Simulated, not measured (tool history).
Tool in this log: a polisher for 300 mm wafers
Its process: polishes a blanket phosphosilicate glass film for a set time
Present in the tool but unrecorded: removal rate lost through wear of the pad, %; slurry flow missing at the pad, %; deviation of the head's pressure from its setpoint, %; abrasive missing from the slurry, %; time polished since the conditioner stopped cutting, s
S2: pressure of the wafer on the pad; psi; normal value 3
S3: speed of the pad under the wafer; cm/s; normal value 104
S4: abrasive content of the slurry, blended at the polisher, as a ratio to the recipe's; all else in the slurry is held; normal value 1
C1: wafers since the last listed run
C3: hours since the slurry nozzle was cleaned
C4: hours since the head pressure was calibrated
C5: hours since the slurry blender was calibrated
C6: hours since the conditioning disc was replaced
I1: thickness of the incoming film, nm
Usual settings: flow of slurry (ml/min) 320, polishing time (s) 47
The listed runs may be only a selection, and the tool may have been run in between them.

run 1 hour=0 | flow_of_slurry_(ml/min)=320 S2=3 S3=104 S4=1 polishing_time_(s)=47 | C1=0 wafers_polished_on_this_pad=622 C3=499.1 C4=289.5 C5=222.1 C6=470 | I1=4690.4 | film_removed_(Å)=3172
-- hour=20.8 conditioning disc replaced and pad reconditioned
run 2 hour=27.1 | flow_of_slurry_(ml/min)=320 S2=2.5 S3=104 S4=1 polishing_time_(s)=47 | C1=396 wafers_polished_on_this_pad=1018 C3=526.2 C4=316.6 C5=249.2 C6=6.3 | I1=4715.1 | film_removed_(Å)=2839
run 3 hour=57.3 | flow_of_slurry_(ml/min)=320 S2=2.5 S3=104 S4=1 polishing_time_(s)=47 | C1=476 wafers_polished_on_this_pad=1495 C3=556.4 C4=346.8 C5=279.4 C6=36.5 | I1=4699.1 | film_removed_(Å)=2878
-- hour=66.2 worn pad replaced by a new one
run 4 hour=71.1 | flow_of_slurry_(ml/min)=320 S2=3 S3=104 S4=1 polishing_time_(s)=47 | C1=154 wafers_polished_on_this_pad=76 C3=570.2 C4=360.6 C5=293.2 C6=50.3 | I1=4750.8 | film_removed_(Å)=3445
run 5 hour=94.4 | flow_of_slurry_(ml/min)=320 S2=3 S3=104 S4=1 polishing_time_(s)=47 | C1=367 wafers_polished_on_this_pad=444 C3=593.5 C4=383.9 C5=316.5 C6=73.6 | I1=4786.4 | film_removed_(Å)=3344
run 6 hour=117.6 | flow_of_slurry_(ml/min)=320 S2=3 S3=104 S4=1 polishing_time_(s)=47 | C1=366 wafers_polished_on_this_pad=810 C3=616.7 C4=407.1 C5=339.7 C6=96.8 | I1=4622.9 | film_removed_(Å)=3412
-- hour=119.9 slurry blender recalibrated
run 7 hour=144.3 | flow_of_slurry_(ml/min)=320 S2=2.3 S3=104 S4=1 polishing_time_(s)=47 | C1=389 wafers_polished_on_this_pad=1200 C3=643.4 C4=433.8 C5=24.4 C6=123.5 | I1=4630.5 | film_removed_(Å)=2597
run 8 hour=165.7 | flow_of_slurry_(ml/min)=320 S2=2.3 S3=104 S4=1 polishing_time_(s)=47 | C1=337 wafers_polished_on_this_pad=1538 C3=664.8 C4=455.2 C5=45.8 C6=144.9 | I1=4611 | film_removed_(Å)=2567
-- hour=175.5 worn pad replaced by a new one
run 9 hour=181.7 | flow_of_slurry_(ml/min)=320 S2=2.3 S3=104 S4=1 polishing_time_(s)=47 | C1=189 wafers_polished_on_this_pad=97 C3=680.8 C4=471.2 C5=61.8 C6=160.9 | I1=4746.7 | film_removed_(Å)=2565
run 10 hour=208.6 | flow_of_slurry_(ml/min)=320 S2=3 S3=104 S4=1 polishing_time_(s)=47 | C1=424 wafers_polished_on_this_pad=522 C3=707.7 C4=498.1 C5=88.7 C6=187.8 | I1=4721.2 | film_removed_(Å)=3363
run 11 hour=242.8 | flow_of_slurry_(ml/min)=320 S2=3 S3=76 S4=1 polishing_time_(s)=47 | C1=539 wafers_polished_on_this_pad=1062 C3=741.9 C4=532.3 C5=122.9 C6=222 | I1=4625.8 | film_removed_(Å)=2770
-- hour=257.4 head pressure recalibrated
-- hour=272 slurry nozzle cleaned
run 12 hour=273.9 | flow_of_slurry_(ml/min)=320 S2=3.3 S3=104 S4=1 polishing_time_(s)=57 | C1=443 wafers_polished_on_this_pad=1505 C3=1.9 C4=16.5 C5=154 C6=253.1 | I1=4768.4 | film_removed_(Å)=4375
-- hour=299.5 worn pad replaced by a new one, of another model than before
run 13 hour=301.8 | flow_of_slurry_(ml/min)=235 S2=3.5 S3=84 S4=0.9 polishing_time_(s)=47 | C1=377 wafers_polished_on_this_pad=36 C3=29.8 C4=44.4 C5=181.9 C6=281 | I1=4707.2 | film_removed_(Å)=2722
run 14 hour=323 | flow_of_slurry_(ml/min)=255 S2=3 S3=114 S4=1.2 polishing_time_(s)=47 | C1=334 wafers_polished_on_this_pad=371 C3=51 C4=65.6 C5=203.1 C6=302.2 | I1=4687.5 | film_removed_(Å)=3821
run 15 hour=349 | flow_of_slurry_(ml/min)=425 S2=3 S3=104 S4=1 polishing_time_(s)=47 | C1=410 wafers_polished_on_this_pad=781 C3=77 C4=91.6 C5=229.1 C6=328.2 | I1=4669.8 | film_removed_(Å)=3319
run 16 hour=374.9 | flow_of_slurry_(ml/min)=320 S2=2.6 S3=126 S4=1 polishing_time_(s)=47 | C1=408 wafers_polished_on_this_pad=1190 C3=102.9 C4=117.5 C5=255 C6=354.1 | I1=4602.4 | film_removed_(Å)=3546
run 17 hour=402.7 | flow_of_slurry_(ml/min)=350 S2=2.5 S3=104 S4=1 polishing_time_(s)=38 | C1=438 wafers_polished_on_this_pad=1629 C3=130.7 C4=145.3 C5=282.8 C6=381.9 | I1=4717.5 | film_removed_(Å)=2292
-- hour=414.2 conditioning disc replaced and pad reconditioned
-- hour=415 worn pad replaced by a new one
-- hour=454.3 slurry blender recalibrated
run 18 hour=460.1 | flow_of_slurry_(ml/min)=320 S2=3 S3=104 S4=1 polishing_time_(s)=59 | C1=830 wafers_polished_on_this_pad=680 C3=188.1 C4=202.7 C5=5.8 C6=45.9 | I1=4699.3 | film_removed_(Å)=4298
run 19 hour=478.8 | flow_of_slurry_(ml/min)=320 S2=3 S3=104 S4=1 polishing_time_(s)=47 | C1=295 wafers_polished_on_this_pad=975 C3=206.8 C4=221.4 C5=24.5 C6=64.6 | I1=4717.7 | film_removed_(Å)=3391
run 20 hour=513.9 | flow_of_slurry_(ml/min)=320 S2=3 S3=104 S4=1 polishing_time_(s)=47 | C1=554 wafers_polished_on_this_pad=1529 C3=241.9 C4=256.5 C5=59.6 C6=99.7 | I1=4597.1 | film_removed_(Å)=3353
-- hour=526.5 worn pad replaced by a new one
run 21 hour=544 | flow_of_slurry_(ml/min)=400 S2=3 S3=104 S4=1 polishing_time_(s)=47 | C1=412 wafers_polished_on_this_pad=276 C3=272 C4=286.6 C5=89.7 C6=129.8 | I1=4738.5 | film_removed_(Å)=3468
run 22 hour=576.1 | flow_of_slurry_(ml/min)=320 S2=3 S3=138 S4=1.15 polishing_time_(s)=61 | C1=506 wafers_polished_on_this_pad=783 C3=304.1 C4=318.7 C5=121.8 C6=161.9 | I1=4697.7 | film_removed_(Å)=6057
run 23 hour=604.6 | flow_of_slurry_(ml/min)=320 S2=3 S3=104 S4=1 polishing_time_(s)=62 | C1=449 wafers_polished_on_this_pad=1233 C3=332.6 C4=347.2 C5=150.3 C6=190.4 | I1=4718 | film_removed_(Å)=4464

Run by run, hidden condition taken away, random variation retained:
run=1 film_removed_(Å)=3500
run=2 film_removed_(Å)=2869
run=3 film_removed_(Å)=2910
run=4 film_removed_(Å)=3491
run=5 film_removed_(Å)=3394
run=6 film_removed_(Å)=3470
run=7 film_removed_(Å)=2637
run=8 film_removed_(Å)=2613
run=9 film_removed_(Å)=2615
run=10 film_removed_(Å)=3461
run=11 film_removed_(Å)=2850
run=12 film_removed_(Å)=4578
run=13 film_removed_(Å)=2839
run=14 film_removed_(Å)=4054
run=15 film_removed_(Å)=3527
run=16 film_removed_(Å)=3829
run=17 film_removed_(Å)=2456
run=18 film_removed_(Å)=4329
run=19 film_removed_(Å)=3419
run=20 film_removed_(Å)=3390
run=21 film_removed_(Å)=3517
run=22 film_removed_(Å)=6210
run=23 film_removed_(Å)=4568

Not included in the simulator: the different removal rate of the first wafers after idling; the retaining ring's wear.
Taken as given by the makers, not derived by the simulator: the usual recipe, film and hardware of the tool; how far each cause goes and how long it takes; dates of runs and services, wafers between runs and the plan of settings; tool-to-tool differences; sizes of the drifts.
